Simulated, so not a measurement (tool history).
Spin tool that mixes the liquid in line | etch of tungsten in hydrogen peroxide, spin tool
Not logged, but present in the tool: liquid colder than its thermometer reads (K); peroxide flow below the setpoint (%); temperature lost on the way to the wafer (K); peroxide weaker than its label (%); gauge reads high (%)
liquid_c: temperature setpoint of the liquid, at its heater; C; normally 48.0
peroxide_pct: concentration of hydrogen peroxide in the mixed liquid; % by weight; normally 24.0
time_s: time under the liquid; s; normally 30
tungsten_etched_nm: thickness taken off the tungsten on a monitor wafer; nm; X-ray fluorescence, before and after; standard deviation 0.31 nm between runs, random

run     day  liquid_c  peroxide_pct  time_s  wafers since the last listed run  hours since the thermometer was replaced  hours since the peroxide flow meter was replaced  hours since the heated supply line was repaired  hours since the drum of peroxide was connected  hours since the gauge calibration  read-back film thickness of the tungsten reference wafer, read on the same gauge (nm)  tungsten_etched_nm
  1   0.000      48.0          29.5      30                                 0                                    1697.0                                            1468.9                                            641.7                                           404.3                             1127.4                                                                                  49.95               48.91
  2   1.550      41.0          24.0      35                               435                                    1734.2                                            1506.1                                            678.9                                           441.5                             1164.6                                                                                  50.00               32.84
  3   4.942      41.0          24.0      35                               953                                    1815.6                                            1587.5                                            760.3                                           522.9                             1246.0                                                                                  50.00               32.66
  4   7.629      48.0          29.0      30                               755                                    1880.1                                            1652.0                                            824.8                                           587.4                             1310.5                                                                                  50.05               47.30
  5  10.496      51.5          24.0      30                               805                                    1948.9                                            1720.8                                            893.6                                           656.2                             1379.3                                                                                  49.99               53.47
  6  12.692      51.5          24.0      30                               616                                    2001.6                                            1773.5                                            946.3                                           708.9                             1432.0                                                                                  50.00               53.07
  7  16.992      48.0          24.0      30                              1208                                    2104.8                                            1876.7                                           1049.5                                           812.1                             1535.2                                                                                  50.04               42.43
     19.608  -- gauge calibrated
     19.796  -- thermometer replaced
  8  21.079      48.0          18.5      30                              1136                                      30.8                                            1974.8                                           1147.6                                           910.2                               35.3                                                                                  50.01               37.72
  9  25.125      54.0          24.0      30                              1136                                     127.9                                            2071.9                                           1244.7                                          1007.3                              132.4                                                                                  49.97               60.91
 10  28.288      48.0          24.0      30                               888                                     203.8                                            2147.8                                           1320.6                                          1083.2                              208.3                                                                                  50.01               42.55
 11  36.596      57.5          24.0      30                              2334                                     403.2                                            2347.2                                           1520.0                                          1282.6                              407.7                                                                                  50.00               73.35
     36.871  -- new drum of peroxide connected
     39.658  -- peroxide flow meter replaced
 12  40.079      44.0          24.0      45                               955                                     486.8                                              10.1                                           1603.6                                            77.0                              491.3                                                                                  49.99               53.72
 13  42.708      42.0          24.0      30                               738                                     549.9                                              73.2                                           1666.7                                           140.1                              554.4                                                                                  49.95               31.59
 14  44.554      45.0          24.0      20                               518                                     594.2                                             117.5                                           1711.0                                           184.4                              598.7                                                                                  50.03               25.58
     44.775  -- heated supply line repaired
 15  47.279      45.0          24.0      20                               753                                     659.6                                             182.9                                             60.1                                           249.8                              664.1                                                                                  50.00               25.14
 16  50.621      48.0          30.0      30                               938                                     739.8                                             263.1                                            140.3                                           330.0                              744.3                                                                                  50.05               51.51

Run 17, settings as shown, results not yet in. Your forecast:
 17  62.646      56.0          26.0      15                              3378                                    1028.4                                             551.7                                            428.9                                           618.6                             1032.9                                                                                      ?                   ?

{"run 17": {"read-back film thickness of the tungsten reference wafer, read on the same gauge (nm)": 49.99, "tungsten_etched_nm": 38.13}}
Had the tool carried no hidden state, the very same run would have given tungsten_etched_nm 40.05 nm.

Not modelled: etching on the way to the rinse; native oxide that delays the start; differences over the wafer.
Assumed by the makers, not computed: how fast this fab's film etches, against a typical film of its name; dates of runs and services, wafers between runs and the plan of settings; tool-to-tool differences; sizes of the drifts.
